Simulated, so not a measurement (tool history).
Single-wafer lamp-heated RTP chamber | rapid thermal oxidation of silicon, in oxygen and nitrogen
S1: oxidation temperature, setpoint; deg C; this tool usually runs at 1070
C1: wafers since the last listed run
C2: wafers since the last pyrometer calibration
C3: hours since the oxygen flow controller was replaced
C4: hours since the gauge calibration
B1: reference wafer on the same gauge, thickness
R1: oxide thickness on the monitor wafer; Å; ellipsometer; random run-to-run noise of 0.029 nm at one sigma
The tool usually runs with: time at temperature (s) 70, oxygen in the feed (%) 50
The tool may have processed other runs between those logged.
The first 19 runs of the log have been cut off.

{"run": 20, "hour": 1467.2, "S1": 1084, "time at temperature (s)": 41, "oxygen in the feed (%)": 50, "C1": 399, "C2": 5883, "C3": 941.2, "C4": 2692.9, "B1": 7.671, "R1": 74.64}
{"run": 21, "hour": 1519.0, "S1": 1070, "time at temperature (s)": 43, "oxygen in the feed (%)": 69, "C1": 296, "C2": 6180, "C3": 993.0, "C4": 2744.7, "B1": 7.67, "R1": 77.94}
{"run": 22, "hour": 1568.9, "S1": 1070, "time at temperature (s)": 85, "oxygen in the feed (%)": 50, "C1": 285, "C2": 6466, "C3": 1042.9, "C4": 2794.6, "B1": 7.682, "R1": 94.26}
{"hour": 1601.9, "done": "pyrometer window cleaned and pyrometer calibrated"}
{"run": 23, "hour": 1633.0, "S1": 1062, "time at temperature (s)": 45, "oxygen in the feed (%)": 76, "C1": 321, "C2": 178, "C3": 1107.0, "C4": 2858.7, "B1": 7.679, "R1": 78.17}
{"run": 24, "hour": 1715.0, "S1": 1095, "time at temperature (s)": 105, "oxygen in the feed (%)": 78, "C1": 469, "C2": 648, "C3": 1189.0, "C4": 2940.7, "B1": 7.682, "R1": 143.45}
{"run": 25, "hour": 1788.5, "S1": 1070, "time at temperature (s)": 70, "oxygen in the feed (%)": 50, "C1": 421, "C2": 1069, "C3": 1262.5, "C4": 3014.2, "B1": 7.68, "R1": 87.13}
{"run": 26, "hour": 1837.9, "S1": 1070, "time at temperature (s)": 70, "oxygen in the feed (%)": 73, "C1": 283, "C2": 1352, "C3": 1311.9, "C4": 3063.6, "B1": 7.689, "R1": 98.25}
{"run": 27, "hour": 1928.0, "S1": 1060, "time at temperature (s)": 55, "oxygen in the feed (%)": 65, "C1": 516, "C2": 1868, "C3": 1402.0, "C4": 3153.7, "B1": 7.69, "R1": 79.75}
{"hour": 1977.3, "done": "gauge calibrated"}
{"run": 28, "hour": 2017.0, "S1": 1070, "time at temperature (s)": 51, "oxygen in the feed (%)": 71, "C1": 510, "C2": 2378, "C3": 1491.0, "C4": 39.7, "B1": 7.554, "R1": 84.44}
{"run": 29, "hour": 2069.8, "S1": 1041, "time at temperature (s)": 57, "oxygen in the feed (%)": 50, "C1": 302, "C2": 2681, "C3": 1543.8, "C4": 92.5, "B1": 7.552, "R1": 64.16}
{"run": 30, "hour": 2116.0, "S1": 1094, "time at temperature (s)": 83, "oxygen in the feed (%)": 50, "C1": 264, "C2": 2946, "C3": 1590.0, "C4": 138.7, "B1": 7.563, "R1": 106.91}
{"run": 31, "hour": 2206.2, "S1": 1100, "time at temperature (s)": 92, "oxygen in the feed (%)": 71, "C1": 516, "C2": 3462, "C3": 1680.2, "C4": 228.9, "B1": 7.565, "R1": 133.01}
{"run": 32, "hour": 2295.1, "S1": 1041, "time at temperature (s)": 70, "oxygen in the feed (%)": 25, "C1": 509, "C2": 3972, "C3": 1769.1, "C4": 317.8, "B1": 7.561, "R1": 54.89}
{"run": 33, "hour": 2362.3, "S1": 1094, "time at temperature (s)": 70, "oxygen in the feed (%)": 28, "C1": 385, "C2": 4357, "C3": 1836.3, "C4": 385.0, "B1": 7.572, "R1": 80.81}
{"run": 34, "hour": 2448.7, "S1": 1070, "time at temperature (s)": 70, "oxygen in the feed (%)": 50, "C1": 495, "C2": 4852, "C3": 1922.7, "C4": 471.4, "B1": 7.576, "R1": 85.36}
{"run": 35, "hour": 2521.4, "S1": 1094, "time at temperature (s)": 70, "oxygen in the feed (%)": 50, "C1": 416, "C2": 5269, "C3": 1995.4, "C4": 544.1, "B1": 7.585, "R1": 99.89}
{"run": 36, "hour": 2586.3, "S1": 1070, "time at temperature (s)": 70, "oxygen in the feed (%)": 50, "C1": 371, "C2": 5641, "C3": 2060.3, "C4": 609.0, "B1": 7.572, "R1": 85.71}
{"run": 37, "hour": 2665.4, "S1": 1091, "time at temperature (s)": 79, "oxygen in the feed (%)": 50, "C1": 453, "C2": 6094, "C3": 2139.4, "C4": 688.1, "B1": 7.584, "R1": 103.61}
{"hour": 2689.2, "done": "pyrometer window cleaned and pyrometer calibrated"}
{"run": 38, "hour": 2766.1, "S1": 1070, "time at temperature (s)": 91, "oxygen in the feed (%)": 50, "C1": 531, "C2": 440, "C3": 2240.1, "C4": 788.8, "B1": 7.586, "R1": 96.25}
{"run": 39, "hour": 2864.5, "S1": 1070, "time at temperature (s)": 70, "oxygen in the feed (%)": 50, "C1": 563, "C2": 1004, "C3": 2338.5, "C4": 887.2, "B1": 7.59, "R1": 85.89}

What if the next run were any one of these 3? Each begins from the tool's condition after run 39:
{"run": "A", "hour": 2864.9, "S1": 1070, "time at temperature (s)": 38, "oxygen in the feed (%)": 50, "C1": 2, "C2": 1006, "C3": 2338.9, "C4": 887.6, "B1": "?", "R1": "?"}
{"run": "B", "hour": 2864.9, "S1": 1085, "time at temperature (s)": 84, "oxygen in the feed (%)": 79, "C1": 2, "C2": 1006, "C3": 2338.9, "C4": 887.6, "B1": "?", "R1": "?"}
{"run": "C", "hour": 2864.9, "S1": 1043, "time at temperature (s)": 38, "oxygen in the feed (%)": 27, "C1": 2, "C2": 1006, "C3": 2338.9, "C4": 887.6, "B1": "?", "R1": "?"}

run=A B1=7.590 R1=65.38
run=B B1=7.590 R1=120.57
run=C B1=7.590 R1=44.57
Without the tool's unlogged condition, the same runs would have read:
run=A R1=65.21
run=B R1=120.25
run=C R1=44.45

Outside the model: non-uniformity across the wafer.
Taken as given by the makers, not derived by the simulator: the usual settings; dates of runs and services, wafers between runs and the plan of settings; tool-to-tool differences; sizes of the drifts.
